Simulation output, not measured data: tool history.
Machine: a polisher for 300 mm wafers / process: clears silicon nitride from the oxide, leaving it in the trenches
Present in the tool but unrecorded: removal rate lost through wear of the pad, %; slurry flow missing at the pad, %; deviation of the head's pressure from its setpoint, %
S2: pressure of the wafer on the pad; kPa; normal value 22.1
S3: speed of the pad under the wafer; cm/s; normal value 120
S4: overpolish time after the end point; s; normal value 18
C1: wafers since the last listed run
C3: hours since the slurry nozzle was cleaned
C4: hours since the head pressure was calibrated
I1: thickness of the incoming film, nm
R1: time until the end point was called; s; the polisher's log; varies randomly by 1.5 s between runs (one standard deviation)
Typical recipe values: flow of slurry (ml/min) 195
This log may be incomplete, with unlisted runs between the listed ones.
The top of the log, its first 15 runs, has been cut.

{"run": 16, "hour": 706.4, "flow of slurry (ml/min)": 195, "S2": 22.1, "S3": 120, "S4": 18, "C1": 405, "wafers polished on this pad": 1421, "C3": 750.1, "C4": 100.9, "I1": 96.9, "R1": 94.8}
{"run": 17, "hour": 759.4, "flow of slurry (ml/min)": 195, "S2": 22.1, "S3": 120, "S4": 18, "C1": 556, "wafers polished on this pad": 1978, "C3": 803.1, "C4": 153.9, "I1": 95.2, "R1": 90.8}
{"run": 18, "hour": 791.7, "flow of slurry (ml/min)": 195, "S2": 22.1, "S3": 120, "S4": 18, "C1": 339, "wafers polished on this pad": 2317, "C3": 835.4, "C4": 186.2, "I1": 93.9, "R1": 92.6}
{"run": 19, "hour": 858.6, "flow of slurry (ml/min)": 195, "S2": 22.1, "S3": 120, "S4": 18, "C1": 702, "wafers polished on this pad": 3020, "C3": 902.3, "C4": 253.1, "I1": 95.0, "R1": 91.7}
{"run": 20, "hour": 901.0, "flow of slurry (ml/min)": 195, "S2": 22.1, "S3": 120, "S4": 18, "C1": 445, "wafers polished on this pad": 3465, "C3": 944.7, "C4": 295.5, "I1": 95.3, "R1": 92.5}
{"hour": 913.0, "done": "slurry nozzle cleaned"}
{"run": 21, "hour": 933.1, "flow of slurry (ml/min)": 235, "S2": 22.1, "S3": 120, "S4": 7, "C1": 326, "wafers polished on this pad": 3792, "C3": 20.1, "C4": 327.6, "I1": 93.6, "R1": 78.8}
{"hour": 954.5, "done": "worn pad replaced by a new one"}
{"run": 22, "hour": 995.7, "flow of slurry (ml/min)": 195, "S2": 22.1, "S3": 82, "S4": 18, "C1": 615, "wafers polished on this pad": 432, "C3": 82.7, "C4": 390.2, "I1": 94.1, "R1": 117.2}
{"run": 23, "hour": 1020.5, "flow of slurry (ml/min)": 195, "S2": 22.1, "S3": 120, "S4": 18, "C1": 260, "wafers polished on this pad": 693, "C3": 107.5, "C4": 415.0, "I1": 94.5, "R1": 80.7}
{"run": 24, "hour": 1057.9, "flow of slurry (ml/min)": 230, "S2": 22.1, "S3": 94, "S4": 18, "C1": 392, "wafers polished on this pad": 1086, "C3": 144.9, "C4": 452.4, "I1": 94.5, "R1": 102.0}
{"run": 25, "hour": 1125.7, "flow of slurry (ml/min)": 145, "S2": 22.1, "S3": 80, "S4": 10, "C1": 712, "wafers polished on this pad": 1798, "C3": 212.7, "C4": 520.2, "I1": 94.3, "R1": 130.4}
{"run": 26, "hour": 1188.0, "flow of slurry (ml/min)": 160, "S2": 24.8, "S3": 82, "S4": 10, "C1": 654, "wafers polished on this pad": 2453, "C3": 275.0, "C4": 582.5, "I1": 94.9, "R1": 110.4}
{"run": 27, "hour": 1254.2, "flow of slurry (ml/min)": 250, "S2": 22.1, "S3": 120, "S4": 18, "C1": 695, "wafers polished on this pad": 3148, "C3": 341.2, "C4": 648.7, "I1": 95.1, "R1": 77.1}
{"hour": 1299.0, "done": "worn pad replaced by a new one"}
{"run": 28, "hour": 1299.6, "flow of slurry (ml/min)": 195, "S2": 22.1, "S3": 144, "S4": 13, "C1": 434, "wafers polished on this pad": 6, "C3": 386.6, "C4": 694.1, "I1": 94.3, "R1": 67.3}
{"run": 29, "hour": 1348.9, "flow of slurry (ml/min)": 140, "S2": 22.1, "S3": 120, "S4": 18, "C1": 517, "wafers polished on this pad": 524, "C3": 435.9, "C4": 743.4, "I1": 95.0, "R1": 91.0}
{"run": 30, "hour": 1390.0, "flow of slurry (ml/min)": 195, "S2": 22.1, "S3": 120, "S4": 18, "C1": 431, "wafers polished on this pad": 956, "C3": 477.0, "C4": 784.5, "I1": 94.1, "R1": 80.1}
{"run": 31, "hour": 1440.0, "flow of slurry (ml/min)": 195, "S2": 22.1, "S3": 120, "S4": 18, "C1": 525, "wafers polished on this pad": 1481, "C3": 527.0, "C4": 834.5, "I1": 94.5, "R1": 82.3}
{"hour": 1473.1, "done": "head pressure recalibrated"}
{"run": 32, "hour": 1510.6, "flow of slurry (ml/min)": 230, "S2": 24.8, "S3": 132, "S4": 18, "C1": 720, "wafers polished on this pad": 2202, "C3": 597.6, "C4": 37.5, "I1": 94.8, "R1": 72.5}
{"run": 33, "hour": 1559.2, "flow of slurry (ml/min)": 260, "S2": 28.3, "S3": 84, "S4": 9, "C1": 510, "wafers polished on this pad": 2712, "C3": 646.2, "C4": 86.1, "I1": 94.8, "R1": 95.7}
{"hour": 1631.0, "done": "worn pad replaced by a new one"}
{"run": 34, "hour": 1631.5, "flow of slurry (ml/min)": 160, "S2": 26.2, "S3": 90, "S4": 12, "C1": 717, "wafers polished on this pad": 5, "C3": 718.5, "C4": 158.4, "I1": 94.8, "R1": 105.2}
{"run": 35, "hour": 1688.9, "flow of slurry (ml/min)": 230, "S2": 22.1, "S3": 94, "S4": 18, "C1": 603, "wafers polished on this pad": 608, "C3": 775.9, "C4": 215.8, "I1": 95.5, "R1": 113.0}
{"hour": 1705.1, "done": "slurry nozzle cleaned"}
{"run": 36, "hour": 1743.6, "flow of slurry (ml/min)": 250, "S2": 28.3, "S3": 158, "S4": 29, "C1": 564, "wafers polished on this pad": 1172, "C3": 38.5, "C4": 270.5, "I1": 95.3, "R1": 47.2}

Each row is a separate what-if for the run after 36, all from the same tool condition, not one after another. Results?
{"run": "A", "hour": 1744.1, "flow of slurry (ml/min)": 195, "S2": 22.1, "S3": 120, "S4": 8, "C1": 5, "wafers polished on this pad": 1177, "C3": 39.0, "C4": 271.0, "I1": 97.1, "R1": "?"}
{"run": "B", "hour": 1744.1, "flow of slurry (ml/min)": 195, "S2": 22.1, "S3": 160, "S4": 18, "C1": 5, "wafers polished on this pad": 1177, "C3": 39.0, "C4": 271.0, "I1": 97.1, "R1": "?"}
{"run": "C", "hour": 1744.1, "flow of slurry (ml/min)": 195, "S2": 17.2, "S3": 120, "S4": 8, "C1": 5, "wafers polished on this pad": 1177, "C3": 39.0, "C4": 271.0, "I1": 97.1, "R1": "?"}

run=A R1=84.9
run=B R1=63.6
run=C R1=108.6
Take away the tool's hidden state, keep each run's random variation, and the runs would have read:
run=A R1=86.3
run=B R1=64.8
run=C R1=110.5
